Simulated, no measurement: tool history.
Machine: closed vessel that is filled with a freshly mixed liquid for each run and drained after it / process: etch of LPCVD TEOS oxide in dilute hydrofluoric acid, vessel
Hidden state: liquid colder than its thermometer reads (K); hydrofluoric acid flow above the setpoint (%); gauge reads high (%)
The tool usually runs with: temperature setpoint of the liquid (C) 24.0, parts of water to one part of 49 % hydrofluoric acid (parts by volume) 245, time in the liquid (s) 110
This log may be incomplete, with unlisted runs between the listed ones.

run,hour,temperature setpoint of the liquid (C),parts of water to one part of 49 % hydrofluoric acid (parts by volume),time in the liquid (s),wafers since the last listed run,hours since the thermometer was replaced,hours since the hydrofluoric acid flow meter was replaced,hours since the gauge calibration,"read-back film thickness of the LPCVD TEOS oxide reference wafer, read on the same gauge (nm)",thickness taken off the LPCVD TEOS oxide on a monitor wafer (angstrom)
1,0.0,24.0,245,110,0,1921.0,982.5,460.1,30.00,122.6
2,21.9,24.0,245,150,1442,1942.9,1004.4,482.0,29.98,166.2
3,37.8,24.0,245,150,1047,1958.8,1020.3,497.9,30.03,167.3
4,54.8,24.0,245,95,1119,1975.8,1037.3,514.9,30.02,105.3
5,77.3,24.0,245,65,1481,1998.3,1059.8,537.4,29.99,72.3
6,106.3,24.0,245,65,1909,2027.3,1088.8,566.4,29.98,72.6
7,119.5,24.0,245,110,869,2040.5,1102.0,579.6,30.02,122.3
8,147.6,24.0,245,110,1850,2068.6,1130.1,607.7,29.99,122.2
9,180.5,24.0,245,110,2166,2101.5,1163.0,640.6,29.99,122.1
10,196.6,24.0,245,110,1060,2117.6,1179.1,656.7,29.99,122.3
11,232.4,24.0,245,110,2357,2153.4,1214.9,692.5,30.01,121.6
# hour 256.4: gauge calibrated
12,262.0,24.0,245,110,1949,2183.0,1244.5,5.6,30.02,122.2
13,280.1,24.0,290,110,1192,2201.1,1262.6,23.7,29.99,99.0
14,313.8,24.0,245,110,2219,2234.8,1296.3,57.4,30.00,120.7
15,331.9,25.5,245,85,1192,2252.9,1314.4,75.5,29.99,99.1
16,346.9,19.0,350,160,987,2267.9,1329.4,90.5,30.00,94.2
17,359.8,27.0,245,110,849,2280.8,1342.3,103.4,30.01,135.8
# hour 374.0: hydrofluoric acid flow meter replaced
18,380.6,26.0,360,90,1303,2301.6,6.6,124.2,30.00,65.1
19,446.7,29.0,345,160,4353,2367.7,72.7,190.3,29.99,135.3
20,467.4,24.0,245,170,1363,2388.4,93.4,211.0,30.00,185.4
21,484.5,25.5,245,110,1126,2405.5,110.5,228.1,30.01,127.8
22,518.3,24.0,185,65,2226,2439.3,144.3,261.9,29.98,100.3
# hour 522.5: thermometer replaced
23,554.1,21.5,305,85,2291,31.6,180.1,297.7,30.00,69.3
24,571.0,29.0,290,110,1113,48.5,197.0,314.6,29.98,124.5
25,588.3,24.0,245,110,1139,65.8,214.3,331.9,29.99,129.5
26,662.3,22.0,245,110,4873,139.8,288.3,405.9,30.02,120.5

What if the next run were any one of these 3? Each begins from the tool's condition after run 26:
A,663.0,24.0,245,110,46,140.5,289.0,406.6,?,?
B,663.0,27.5,285,80,46,140.5,289.0,406.6,?,?
C,663.0,19.5,245,50,46,140.5,289.0,406.6,?,?

run,"read-back film thickness of the LPCVD TEOS oxide reference wafer, read on the same gauge (nm)",thickness taken off the LPCVD TEOS oxide on a monitor wafer (angstrom)
A,30.02,129.0
B,30.02,87.4
C,30.02,49.6
Without the tool's unlogged condition, the same runs would have read:
run,thickness taken off the LPCVD TEOS oxide on a monitor wafer (angstrom)
A,131.1
B,88.8
C,50.5
